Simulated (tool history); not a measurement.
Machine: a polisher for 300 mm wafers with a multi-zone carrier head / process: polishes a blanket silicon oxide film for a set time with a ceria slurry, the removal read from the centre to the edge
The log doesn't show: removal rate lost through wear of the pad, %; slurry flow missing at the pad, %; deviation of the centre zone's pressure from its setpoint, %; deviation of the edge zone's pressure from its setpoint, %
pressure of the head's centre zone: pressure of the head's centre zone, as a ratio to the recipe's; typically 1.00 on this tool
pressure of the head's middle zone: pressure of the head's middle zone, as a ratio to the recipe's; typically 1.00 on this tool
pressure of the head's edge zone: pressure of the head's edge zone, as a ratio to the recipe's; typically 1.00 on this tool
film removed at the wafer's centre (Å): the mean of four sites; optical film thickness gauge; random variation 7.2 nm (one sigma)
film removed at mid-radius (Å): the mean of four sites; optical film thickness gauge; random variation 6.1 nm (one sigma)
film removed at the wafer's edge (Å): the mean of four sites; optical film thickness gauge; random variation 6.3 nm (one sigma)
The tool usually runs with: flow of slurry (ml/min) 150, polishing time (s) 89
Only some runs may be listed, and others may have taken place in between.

run    day  flow of slurry (ml/min)  pressure of the head's centre zone  pressure of the head's middle zone  pressure of the head's edge zone  polishing time (s)  wafers since the last listed run  wafers polished on this pad  hours since the slurry nozzle was cleaned  hours since the centre zone pressure was calibrated  hours since the edge zone pressure was calibrated  hours since the carrier head's membrane was replaced  incoming thickness of the incoming film, nm  film removed at the wafer's centre (Å)  film removed at mid-radius (Å)  film removed at the wafer's edge (Å)
  1  0.000                      150                                1.00                                1.00                              1.00                  89                                 0                          656                                      747.9                                                782.6                                              597.2                                                1448.3                                       1758.9                                    5701                            5746                                  5646
  2  0.571                      150                                1.00                                1.00                              1.00                  89                                94                          750                                      761.6                                                796.3                                              610.9                                                1462.0                                       1743.1                                    5674                            5582                                  5620
  3  1.242                      150                                1.00                                1.00                              1.00                  89                               110                          861                                      777.7                                                812.4                                              627.0                                                1478.1                                       1756.5                                    5635                            5652                                  5517
  4  1.692                      150                                1.00                                1.00                              1.00                  89                                74                          935                                      788.5                                                823.2                                              637.8                                                1488.9                                       1770.0                                    5807                            5652                                  5577
  5  2.079                      150                                1.00                                1.00                              1.00                  89                                63                          999                                      797.8                                                832.5                                              647.1                                                1498.2                                       1741.3                                    5753                            5591                                  5714
  6  2.429                      150                                1.00                                1.00                              0.96                  89                                57                         1057                                      806.2                                                840.9                                              655.5                                                1506.6                                       1743.8                                    5758                            5652                                  5623
  7  2.825                      150                                1.00                                0.91                              1.00                  89                                65                         1122                                      815.7                                                850.4                                              665.0                                                1516.1                                       1759.2                                    5693                            5133                                  5613
  8  3.425                      150                                1.00                                0.91                              1.00                  89                                98                         1221                                      830.1                                                864.8                                              679.4                                                1530.5                                       1752.6                                    5769                            5206                                  5678
     3.654  -- worn pad replaced by a new one
     3.892  -- edge zone pressure recalibrated
  9  4.150                      185                                1.00                                1.00                              1.00                 116                                78                           68                                      847.5                                                882.2                                                6.2                                                1547.9                                       1756.5                                    7650                            7453                                  7657
 10  4.475                      150                                1.00                                1.00                              1.00                  89                                53                          121                                      855.3                                                890.0                                               14.0                                                1555.7                                       1765.4                                    5686                            5646                                  5634
 11  4.862                      195                                1.00                                1.00                              1.00                 115                                63                          185                                      864.6                                                899.3                                               23.3                                                1565.0                                       1786.7                                    7714                            7507                                  7306
 12  5.283                      185                                1.11                                0.95                              1.11                  89                                69                          255                                      874.7                                                909.4                                               33.4                                                1575.1                                       1752.4                                    6389                            5624                                  6128
     5.462  -- centre zone pressure recalibrated
     5.867  -- slurry nozzle cleaned
 13  5.988                      105                                1.08                                1.00                              1.00                  89                                95                          350                                        2.9                                                 12.6                                               50.3                                                1592.0                                       1770.6                                    5729                            5345                                  5495
     6.404  -- carrier head's membrane replaced by a new one
 14  6.725                      170                                1.00                                1.00                              1.00                  89                                87                          438                                       20.6                                                 30.3                                               68.0                                                   7.7                                       1760.2                                    5971                            5705                                  5708
 15  7.129                      115                                1.08                                0.92                              1.00                  77                                66                          504                                       30.3                                                 40.0                                               77.7                                                  17.4                                       1752.8                                    5181                            4373                                  4683
 16  7.608                      150                                1.09                                1.00                              0.90                  89                                79                          583                                       41.8                                                 51.5                                               89.2                                                  28.9                                       1767.6                                    6203                            5470                                  5421
 17  8.233                      135                                1.00                                1.00                              0.93                  89                               103                          686                                       56.8                                                 66.5                                              104.2                                                  43.9                                       1752.8                                    5682                            5530                                  5339

What if the next run were any one of these 4? Each begins from the tool's condition after run 17:
  A  8.254                      150                                1.00                                1.00                              1.00                  89                                 3                          690                                       57.3                                                 67.0                                              104.7                                                  44.4                                       1766.7                                       ?                               ?                                     ?
  B  8.254                      150                                1.00                                1.04                              1.00                  89                                 3                          690                                       57.3                                                 67.0                                              104.7                                                  44.4                                       1766.7                                       ?                               ?                                     ?
  C  8.254                      105                                0.94                                1.00                              1.04                  58                                 3                          690                                       57.3                                                 67.0                                              104.7                                                  44.4                                       1766.7                                       ?                               ?                                     ?
  D  8.254                      125                                1.00                                1.00                              1.00                  63                                 3                          690                                       57.3                                                 67.0                                              104.7                                                  44.4                                       1766.7                                       ?                               ?                                     ?

run  film removed at the wafer's centre (Å)  film removed at mid-radius (Å)  film removed at the wafer's edge (Å)
  A                                    5709                            5647                                  5534
  B                                    5710                            5819                                  5531
  C                                    3291                            3489                                  3539
  D                                    3922                            3893                                  3844
With the hidden condition removed and each run's random variation left untouched, the same runs would have given:
run  film removed at the wafer's centre (Å)  film removed at mid-radius (Å)  film removed at the wafer's edge (Å)
  A                                    5709                            5647                                  5534
  B                                    5710                            5819                                  5531
  C                                    3291                            3489                                  3539
  D                                    3922                            3893                                  3844
